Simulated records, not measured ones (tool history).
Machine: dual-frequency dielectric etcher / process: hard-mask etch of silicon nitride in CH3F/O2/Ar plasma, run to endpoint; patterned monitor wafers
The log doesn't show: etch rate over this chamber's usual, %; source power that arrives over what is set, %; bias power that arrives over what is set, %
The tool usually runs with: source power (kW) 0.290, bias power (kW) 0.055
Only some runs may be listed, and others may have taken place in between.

run   hour  source power (kW)  bias power (kW)  wafers since the last listed run  hours since the last wet clean  hours since the last source power generator calibration  hours since the last bias power generator calibration  hours since the last upper electrode change  incoming incoming film thickness, nm  endpoint time (s)
  1    0.0              0.290            0.055                                 0                           343.6                                                   4167.7                                                 2571.2                                       3619.6                                 29.26               50.2
  2    9.4              0.290            0.055                                90                           353.0                                                   4177.1                                                 2580.6                                       3629.0                                 29.12               50.2
  3   20.5              0.290            0.055                               107                           364.1                                                   4188.2                                                 2591.7                                       3640.1                                 29.46               50.9
  4   29.2              0.290            0.055                                84                           372.8                                                   4196.9                                                 2600.4                                       3648.8                                 29.04               49.0
  5   46.2              0.290            0.050                               164                           389.8                                                   4213.9                                                 2617.4                                       3665.8                                 29.20               51.5
  6   62.5              0.290            0.050                               157                           406.1                                                   4230.2                                                 2633.7                                       3682.1                                 28.92               51.7
  7  103.2              0.290            0.055                               393                           446.8                                                   4270.9                                                 2674.4                                       3722.8                                 29.27               49.6
  8  112.1              0.330            0.055                                86                           455.7                                                   4279.8                                                 2683.3                                       3731.7                                 29.17               47.5
  9  124.0              0.330            0.055                               115                           467.6                                                   4291.7                                                 2695.2                                       3743.6                                 29.36               47.3
 10  134.7              0.290            0.055                               103                           478.3                                                   4302.4                                                 2705.9                                       3754.3                                 29.45               50.5
 11  151.6              0.340            0.055                               163                           495.2                                                   4319.3                                                 2722.8                                       3771.2                                 29.20               46.3
     179.2  -- upper electrode replaced, of another model than before
 12  179.7              0.340            0.055                                39                           523.3                                                   4347.4                                                 2750.9                                          0.5                                 29.21               44.9
 13  180.0              0.290            0.055                                 2                           523.6                                                   4347.7                                                 2751.2                                          0.8                                 29.17               48.9
 14  180.3              0.290            0.055                                 2                           523.9                                                   4348.0                                                 2751.5                                          1.1                                 29.19               50.0
     190.4  -- source power generator calibrated
 15  190.9              0.290            0.055                                63                           534.5                                                      0.5                                                 2762.1                                         11.7                                 29.69               50.4
 16  198.1              0.290            0.055                                69                           541.7                                                      7.7                                                 2769.3                                         18.9                                 29.28               49.0
     228.9  -- wet clean of the chamber
 17  229.4              0.290            0.055                                70                             0.5                                                     39.0                                                 2800.6                                         50.2                                 29.29               51.8
 18  229.7              0.270            0.044                                 2                             0.8                                                     39.3                                                 2800.9                                         50.5                                 29.44               60.1
 19  269.4              0.230            0.059                               384                            40.5                                                     79.0                                                 2840.6                                         90.2                                 29.48               57.9
 20  280.9              0.290            0.055                               111                            52.0                                                     90.5                                                 2852.1                                        101.7                                 29.13               50.8

For run 21, what comes out?
 21  291.1              0.290            0.055                                98                            62.2                                                    100.7                                                 2862.3                                        111.9                                 29.42                  ?

endpoint time (s): 51.2
Had the tool carried no hidden state, the very same run would have given endpoint time (s) 51.6.
